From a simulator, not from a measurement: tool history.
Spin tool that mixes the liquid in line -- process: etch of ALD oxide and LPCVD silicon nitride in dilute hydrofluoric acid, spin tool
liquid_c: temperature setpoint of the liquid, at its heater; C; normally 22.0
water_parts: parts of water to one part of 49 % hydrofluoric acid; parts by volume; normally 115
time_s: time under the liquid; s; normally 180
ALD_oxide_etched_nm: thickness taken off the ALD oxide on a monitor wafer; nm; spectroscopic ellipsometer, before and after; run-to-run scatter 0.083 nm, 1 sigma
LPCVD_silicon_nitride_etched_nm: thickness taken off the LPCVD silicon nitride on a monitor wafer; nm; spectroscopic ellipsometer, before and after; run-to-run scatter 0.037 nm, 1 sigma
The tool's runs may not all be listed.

run     day  liquid_c  water_parts  time_s  wafers since the last listed run  hours since the thermometer was replaced  hours since the hydrofluoric acid flow meter was replaced  hours since the gauge calibration  read-back film thickness of the ALD oxide reference wafer, read on the same gauge (nm)  read-back film thickness of the LPCVD silicon nitride reference wafer, read on the same gauge (nm)  ALD_oxide_etched_nm  LPCVD_silicon_nitride_etched_nm
  1   0.000      22.0          115     180                                 0                                    2076.5                                                      733.1                              303.0                                                                                   89.98                                                                                             120.016                22.95                            0.647
  2   1.042      22.0          115     180                               221                                    2101.5                                                      758.1                              328.0                                                                                   90.02                                                                                             120.020                23.00                            0.619
  3   2.292      22.0          115     180                               266                                    2131.5                                                      788.1                              358.0                                                                                   90.00                                                                                             119.996                22.96                            0.639
      3.846  -- hydrofluoric acid flow meter replaced
  4   5.267      22.0          115     180                               624                                    2202.9                                                       34.1                              429.4                                                                                   89.96                                                                                             120.017                22.35                            0.667
  5   7.529      22.0          115     180                               481                                    2257.2                                                       88.4                              483.7                                                                                   90.04                                                                                             119.994                22.17                            0.637
  6  10.521      19.0          115     180                               637                                    2329.0                                                      160.2                              555.5                                                                                   90.00                                                                                             120.021                19.69                            0.539
  7  13.329      19.0          115     180                               598                                    2396.4                                                      227.6                              622.9                                                                                   89.99                                                                                             120.010                19.68                            0.513
  8  14.871      23.5           60     180                               328                                    2433.4                                                      264.6                              659.9                                                                                   90.00                                                                                             119.962                48.30                            1.238
  9  16.771      22.0          130     180                               404                                    2479.0                                                      310.2                              705.5                                                                                   90.02                                                                                             120.010                19.47                            0.630
 10  17.875      22.0          115     180                               235                                    2505.5                                                      336.7                              732.0                                                                                   90.00                                                                                             120.015                22.42                            0.636
 11  21.133      26.0          115     180                               694                                    2583.7                                                      414.9                              810.2                                                                                   90.03                                                                                             119.997                26.30                            0.927
 12  23.333      26.5          150     120                               468                                    2636.5                                                      467.7                              863.0                                                                                   89.97                                                                                             119.987                13.13                            0.415
 13  26.192      22.0          115     180                               608                                    2705.1                                                      536.3                              931.6                                                                                   89.99                                                                                             120.021                22.58                            0.619
     26.771  -- thermometer replaced
 14  27.942      22.0          115     180                               363                                      28.1                                                      578.3                              973.6                                                                                   90.00                                                                                             119.976                24.04                            0.702
 15  30.150      22.0          115     130                               470                                      81.1                                                      631.3                             1026.6                                                                                   89.98                                                                                             120.027                17.36                            0.498
 16  31.746      22.0          115     140                               339                                     119.4                                                      669.6                             1064.9                                                                                   89.99                                                                                             119.997                18.69                            0.547
 17  33.817      25.5          145     220                               441                                     169.1                                                      719.3                             1114.6                                                                                   90.01                                                                                             120.020                25.82                            0.880
 18  36.129      24.5           70      75                               492                                     224.6                                                      774.8                             1170.1                                                                                   90.00                                                                                             119.982                19.31                            0.586
     36.875  -- gauge calibrated
     37.938  -- hydrofluoric acid flow meter replaced
 19  38.675      22.0          115     110                               533                                     285.7                                                       17.7                               43.2                                                                                   89.98                                                                                             119.994                14.35                            0.429
 20  39.817      24.0           80     230                               243                                     313.1                                                       45.1                               70.6                                                                                   89.98                                                                                             120.000                48.68                            1.499
 21  41.304      24.5          115     270                               316                                     348.8                                                       80.8                              106.3                                                                                   90.06                                                                                             119.978                38.88                            1.363
 22  43.512      24.0          115     180                               470                                     401.8                                                      133.8                              159.3                                                                                   90.02                                                                                             120.023                25.18                            0.777
 23  45.417      22.0           65     140                               405                                     447.5                                                      179.5                              205.0                                                                                   90.04                                                                                             119.990                34.47                            0.967
 24  47.204      22.0          115     135                               380                                     490.4                                                      222.4                              247.9                                                                                   90.00                                                                                             120.030                17.49                            0.524
 25  49.558      22.0          145     280                               501                                     546.9                                                      278.9                              304.4                                                                                   90.01                                                                                             119.997                27.98                            0.885
 26  52.125      24.5          115     100                               546                                     608.5                                                      340.5                              366.0                                                                                   89.99                                                                                             119.983                14.42                            0.492
 27  53.725      25.5          100     140                               340                                     646.9                                                      378.9                              404.4                                                                                   90.06                                                                                             120.017                24.66                            0.706

Measured less the same run without the tool's hidden state. The same run-to-run variation is in both; the gauge's scatter may not be:
Hidden state at play: liquid colder than its thermometer reads (K); hydrofluoric acid flow above the setpoint (%); gauge reads high (%).
run  ALD_oxide_etched_nm  LPCVD_silicon_nitride_etched_nm
  1                -0.63                           -0.046
  2                -0.62                           -0.044
  3                -0.61                           -0.046
  4                -1.30                           -0.068
  5                -1.27                           -0.065
  6                -1.15                           -0.057
  7                -1.12                           -0.055
  8                -2.77                           -0.131
  9                -1.03                           -0.066
 10                -1.20                           -0.067
 11                -1.29                           -0.093
 12                -0.60                           -0.041
 13                -1.14                           -0.066
 14                +0.47                           +0.008
 15                +0.35                           +0.005
 16                +0.39                           +0.006
 17                +0.60                           +0.011
 18                +0.40                           +0.007
 19                -0.13                           -0.007
 20                -0.42                           -0.027
 21                -0.31                           -0.025
 22                -0.18                           -0.015
 23                -0.27                           -0.020
 24                -0.11                           -0.010
 25                -0.12                           -0.017
 26                -0.05                           -0.010
 27                -0.08                           -0.015
